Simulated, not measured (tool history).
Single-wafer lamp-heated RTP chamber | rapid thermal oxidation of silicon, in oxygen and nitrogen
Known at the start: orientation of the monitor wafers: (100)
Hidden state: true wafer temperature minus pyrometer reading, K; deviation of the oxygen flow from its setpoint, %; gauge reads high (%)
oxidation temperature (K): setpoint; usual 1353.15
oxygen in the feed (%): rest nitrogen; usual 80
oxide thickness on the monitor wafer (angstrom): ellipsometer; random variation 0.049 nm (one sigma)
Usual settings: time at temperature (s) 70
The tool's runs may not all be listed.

run   hour  oxidation temperature (K)  time at temperature (s)  oxygen in the feed (%)  wafers since the last listed run  wafers since the last pyrometer calibration  hours since the oxygen flow controller was replaced  hours since the gauge calibration  read-back reference wafer on the same gauge, thickness  oxide thickness on the monitor wafer (angstrom)
  1      0                    1353.15                       70                      91                                 0                                         4980                                               6875.3                              355.1                                                   10.31                                           117.23
       4.9  -- gauge calibrated
  2   29.3                    1353.15                       70                      91                               146                                         5126                                               6904.6                               24.4                                                  10.114                                           115.76
  3   42.8                    1353.15                       70                      91                                67                                         5194                                               6918.1                               37.9                                                  10.128                                           115.56
  4     74                    1353.15                       70                      80                               155                                         5350                                               6949.3                               69.1                                                  10.156                                           111.03
  5  103.6                    1364.15                       70                      80                               147                                         5497                                               6978.9                               98.7                                                  10.153                                           119.12
  6  121.2                    1364.15                       70                      80                                87                                         5585                                               6996.5                              116.3                                                  10.205                                           118.71
  7    145                    1344.15                       93                      80                               118                                         5704                                               7020.3                              140.1                                                  10.191                                           118.87
  8  178.5                    1344.15                       93                      80                               167                                         5872                                               7053.8                              173.6                                                  10.214                                            119.2
  9  203.8                    1353.15                       70                      98                               126                                         5998                                               7079.1                              198.9                                                  10.197                                           119.48
 10  222.9                    1353.15                       70                      80                                95                                         6094                                               7098.2                                218                                                  10.213                                            111.2
 11  252.7                    1353.15                       70                      80                               148                                         6243                                                 7128                              247.8                                                  10.221                                           111.56
     266.4  -- pyrometer window cleaned and pyrometer calibrated
 12  268.9                    1353.15                       70                      80                                40                                           12                                               7144.2                                264                                                   10.24                                           111.16
 13  331.7                    1353.15                       70                      80                               313                                          326                                                 7207                              326.8                                                  10.238                                           111.61
     345.8  -- oxygen flow controller replaced
 14    362                    1334.15                       88                      80                               111                                          437                                                 16.2                              357.1                                                  10.236                                            110.2
 15  385.8                    1353.15                       70                      80                               118                                          556                                                   40                              380.9                                                  10.239                                              112
     392.7  -- gauge calibrated
 16  402.4                    1353.15                       86                      80                                82                                          639                                                 56.6                                9.7                                                  10.123                                           121.22
 17  428.8                    1377.15                       70                      98                               131                                          771                                                   83                               36.1                                                  10.158                                           138.36
 18  441.4                    1353.15                       70                      80                                62                                          834                                                 95.6                               48.7                                                  10.177                                           110.52
 19  465.3                    1341.15                       70                      80                               119                                          954                                                119.5                               72.6                                                  10.185                                           102.57
 20  478.7                    1334.15                       88                      80                                66                                         1020                                                132.9                                 86                                                  10.222                                           109.13
 21  495.4                    1353.15                       70                      64                                83                                         1104                                                149.6                              102.7                                                  10.219                                           102.86
 22  524.2                    1375.15                       47                      56                               143                                         1248                                                178.4                              131.5                                                  10.223                                            94.71
 23  551.7                    1353.15                      101                      80                               137                                         1385                                                205.9                                159                                                   10.24                                           131.91
 24  640.7                    1353.15                       70                      53                               444                                         1830                                                294.9                                248                                                  10.278                                            95.92

Forecast each of these 3 alternatives for the next run:
  A  641.2                    1353.15                       70                      80                                 2                                         1833                                                295.4                              248.5                                                       ?                                                ?
  B  641.2                    1338.15                       70                      51                                 2                                         1833                                                295.4                              248.5                                                       ?                                                ?
  C  641.2                    1369.15                       96                      56                                 2                                         1833                                                295.4                              248.5                                                       ?                                                ?

run  read-back reference wafer on the same gauge, thickness  oxide thickness on the monitor wafer (angstrom)
  A                                                  10.253                                           112.01
  B                                                  10.253                                            86.36
  C                                                  10.253                                           125.99
Without the tool's hidden state the same runs would have given:
run  oxide thickness on the monitor wafer (angstrom)
  A                                            110.3
  B                                            85.04
  C                                           124.07
